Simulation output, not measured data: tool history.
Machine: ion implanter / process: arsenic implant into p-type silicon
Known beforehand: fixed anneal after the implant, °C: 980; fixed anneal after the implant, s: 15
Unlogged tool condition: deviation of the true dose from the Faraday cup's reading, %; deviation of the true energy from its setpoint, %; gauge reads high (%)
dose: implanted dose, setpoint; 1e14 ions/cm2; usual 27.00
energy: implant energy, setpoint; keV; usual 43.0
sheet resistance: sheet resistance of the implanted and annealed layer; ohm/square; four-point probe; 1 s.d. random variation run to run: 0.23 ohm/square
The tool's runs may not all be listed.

| run | hour | dose | energy | wafers since the last listed run | hours since the last dose calibration | hours since the extraction supply was calibrated | hours since the gauge calibration | read-back reference wafer on the same gauge, sheet resistance | sheet resistance |
|---|---|---|---|---|---|---|---|---|---|
| 1 | 0.0 | 27.00 | 43.0 | 0 | 561.7 | 1763.0 | 1312.4 | 71.79 | 75.16 |
| 2 | 54.8 | 27.00 | 43.0 | 769 | 616.5 | 1817.8 | 1367.2 | 71.74 | 75.05 |
| 3 | 152.1 | 27.00 | 43.0 | 1367 | 713.8 | 1915.1 | 1464.5 | 71.80 | 75.19 |
| 4 | 215.5 | 27.00 | 43.0 | 890 | 777.2 | 1978.5 | 1527.9 | 71.75 | 75.23 |
| 5 | 321.8 | 27.00 | 43.0 | 1493 | 883.5 | 2084.8 | 1634.2 | 71.72 | 75.07 |
| 6 | 404.8 | 27.00 | 43.0 | 1166 | 966.5 | 2167.8 | 1717.2 | 71.85 | 75.15 |
| 7 | 501.2 | 27.00 | 43.0 | 1354 | 1062.9 | 2264.2 | 1813.6 | 71.90 | 75.10 |
| 8 | 594.7 | 27.00 | 43.0 | 1313 | 1156.4 | 2357.7 | 1907.1 | 71.76 | 75.09 |
| 9 | 695.7 | 27.00 | 43.0 | 1419 | 1257.4 | 2458.7 | 2008.1 | 71.78 | 75.50 |
| 10 | 784.5 | 27.00 | 43.0 | 1247 | 1346.2 | 2547.5 | 2096.9 | 71.88 | 75.19 |
| 11 | 874.3 | 27.00 | 43.0 | 1261 | 1436.0 | 2637.3 | 2186.7 | 71.90 | 74.90 |
|  | 930.1 | Faraday cup replaced and dose calibrated |
| 12 | 932.5 | 27.00 | 43.0 | 705 | 2.4 | 2695.5 | 2244.9 | 71.84 | 75.46 |
| 13 | 982.1 | 27.00 | 43.0 | 696 | 52.0 | 2745.1 | 2294.5 | 71.90 | 75.55 |
| 14 | 1050.8 | 27.00 | 43.0 | 965 | 120.7 | 2813.8 | 2363.2 | 71.85 | 75.58 |
| 15 | 1101.2 | 27.00 | 43.0 | 708 | 171.1 | 2864.2 | 2413.6 | 71.77 | 75.13 |
| 16 | 1161.2 | 27.00 | 43.0 | 842 | 231.1 | 2924.2 | 2473.6 | 71.83 | 74.79 |
| 17 | 1225.7 | 21.17 | 47.0 | 906 | 295.6 | 2988.7 | 2538.1 | 71.79 | 75.82 |
|  | 1304.6 | gauge calibrated |
| 18 | 1320.2 | 33.71 | 43.0 | 1327 | 390.1 | 3083.2 | 15.6 | 71.79 | 72.93 |
|  | 1369.9 | extraction supply calibrated |
| 19 | 1370.5 | 27.00 | 43.0 | 594 | 440.4 | 0.6 | 65.9 | 71.86 | 74.94 |
| 20 | 1448.7 | 27.00 | 43.0 | 1098 | 518.6 | 78.8 | 144.1 | 71.84 | 75.32 |
| 21 | 1491.6 | 27.00 | 43.0 | 602 | 561.5 | 121.7 | 187.0 | 71.86 | 75.09 |
| 22 | 1643.0 | 27.00 | 43.0 | 2127 | 712.9 | 273.1 | 338.4 | 71.73 | 75.15 |
| 23 | 1741.3 | 22.79 | 52.0 | 1381 | 811.2 | 371.4 | 436.7 | 71.74 | 71.23 |
| 24 | 1809.2 | 34.08 | 56.0 | 953 | 879.1 | 439.3 | 504.6 | 71.83 | 62.73 |
| 25 | 1845.5 | 24.18 | 43.0 | 509 | 915.4 | 475.6 | 540.9 | 71.68 | 76.05 |
| 26 | 1905.7 | 27.00 | 43.0 | 845 | 975.6 | 535.8 | 601.1 | 71.83 | 75.10 |
| 27 | 1953.3 | 27.00 | 30.0 | 668 | 1023.2 | 583.4 | 648.7 | 71.89 | 91.10 |
| 28 | 2001.3 | 27.00 | 57.5 | 674 | 1071.2 | 631.4 | 696.7 | 71.72 | 65.10 |
| 29 | 2104.0 | 30.59 | 29.5 | 1442 | 1173.9 | 734.1 | 799.4 | 71.84 | 90.44 |
| 30 | 2191.5 | 27.00 | 29.0 | 1229 | 1261.4 | 821.6 | 886.9 | 71.87 | 92.46 |
| 31 | 2240.1 | 32.85 | 35.0 | 682 | 1310.0 | 870.2 | 935.5 | 71.92 | 82.15 |
| 32 | 2292.6 | 27.00 | 47.5 | 737 | 1362.5 | 922.7 | 988.0 | 71.80 | 71.09 |
|  | 2316.3 | Faraday cup replaced and dose calibrated |
| 33 | 2388.6 | 27.00 | 49.0 | 1236 | 72.3 | 1018.7 | 1084.0 | 71.80 | 70.51 |

Forecast each of these 4 alternatives for the next run:
| A | 2389.0 | 21.97 | 43.0 | 5 | 72.7 | 1019.1 | 1084.4 | ? | ? |
| B | 2389.0 | 23.73 | 35.5 | 5 | 72.7 | 1019.1 | 1084.4 | ? | ? |
| C | 2389.0 | 20.96 | 47.5 | 5 | 72.7 | 1019.1 | 1084.4 | ? | ? |
| D | 2389.0 | 24.08 | 34.0 | 5 | 72.7 | 1019.1 | 1084.4 | ? | ? |

| run | read-back reference wafer on the same gauge, sheet resistance | sheet resistance |
|---|---|---|
| A | 71.81 | 77.76 |
| B | 71.81 | 84.29 |
| C | 71.81 | 75.24 |
| D | 71.81 | 86.01 |
Without the tool's unlogged condition, the same runs would have read:
| run | sheet resistance |
|---|---|
| A | 77.76 |
| B | 84.29 |
| C | 75.24 |
| D | 86.01 |
